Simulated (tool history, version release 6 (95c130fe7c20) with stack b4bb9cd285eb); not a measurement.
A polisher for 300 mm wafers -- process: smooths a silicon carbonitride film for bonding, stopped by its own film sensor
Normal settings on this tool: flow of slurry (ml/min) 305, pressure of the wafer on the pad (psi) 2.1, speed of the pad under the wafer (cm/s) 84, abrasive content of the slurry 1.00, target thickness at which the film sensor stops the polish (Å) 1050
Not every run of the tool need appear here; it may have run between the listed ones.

run,hour,flow of slurry (ml/min),pressure of the wafer on the pad (psi),speed of the pad under the wafer (cm/s),abrasive content of the slurry,target thickness at which the film sensor stops the polish (Å),"incoming thickness of the incoming film, nm",time until the film sensor stopped the polish (s)
1,0.0,305,2.1,84,1.00,1030,122.1,113.7
2,13.8,270,2.1,84,1.00,1050,119.9,89.5
3,37.9,270,2.1,84,1.00,1050,119.4,86.1
4,54.8,270,2.1,84,1.00,1050,118.7,84.3
# hour 67.3: slurry blender recalibrated
5,69.1,275,2.1,84,1.00,1050,118.6,78.2
# hour 86.9: worn pad replaced by a new one
6,97.8,275,2.1,84,1.00,1050,122.8,96.1
7,113.7,275,2.1,84,1.00,1050,119.5,81.6
8,147.3,305,2.1,84,1.00,1050,119.2,83.6
# hour 152.9: head pressure recalibrated
9,182.0,305,2.1,84,1.00,1050,121.6,99.1
10,197.2,305,2.1,84,1.00,1050,121.9,105.5
11,217.8,305,2.6,112,1.25,1050,117.8,44.6
# hour 235.0: worn pad replaced by a new one
12,235.5,245,2.1,62,1.00,1050,120.1,114.6
13,246.0,305,2.1,84,1.00,1050,118.7,82.9
# hour 260.4: slurry blender recalibrated
14,264.2,305,2.1,84,1.00,1050,119.1,77.3
# hour 272.5: slurry nozzle cleaned
15,290.9,305,2.1,84,1.00,1050,119.9,84.4
16,318.4,370,2.4,84,1.00,1050,120.7,81.1
17,344.2,240,2.1,84,1.30,1050,121.3,88.5
18,364.1,305,2.1,104,0.75,1050,119.8,91.6
19,391.2,240,2.1,84,0.85,1050,120.5,108.5
20,420.9,305,2.1,84,1.00,1050,119.2,90.1
# hour 427.6: worn pad replaced by a new one
21,446.8,305,2.1,84,1.00,1050,121.5,101.9
# hour 450.9: slurry blender recalibrated
22,471.7,305,2.1,84,1.00,1050,118.0,70.6
23,488.0,305,2.1,84,1.00,1080,120.9,72.8
24,510.5,305,2.1,84,1.00,1050,121.0,89.9
25,530.8,305,2.1,84,1.00,1050,120.7,91.3
26,565.5,305,2.1,84,1.10,1050,120.2,86.6
# hour 580.1: worn pad replaced by a new one
27,603.1,305,2.1,66,1.30,1000,118.6,116.4
28,633.2,240,2.1,84,1.00,1080,118.6,66.1
# hour 638.9: slurry blender recalibrated
29,661.7,305,1.9,84,1.00,1050,120.0,95.1

5 options for the next run, each taken on its own from the tool as it stands now. Forecast them:
A,662.1,305,2.1,84,1.00,1050,120.4,?
B,662.1,370,2.1,84,1.00,1050,120.4,?
C,662.1,305,2.1,84,1.00,1000,120.4,?
D,662.1,260,2.1,84,1.25,1060,120.4,?
E,662.1,230,2.1,70,1.00,1050,120.4,?

run,time until the film sensor stopped the polish (s)
A,86.3
B,85.2
C,114.3
D,73.9
E,101.9
What these runs would have given with no unlogged condition in the tool:
run,time until the film sensor stopped the polish (s)
A,79.2
B,78.1
C,104.9
D,67.9
E,93.5
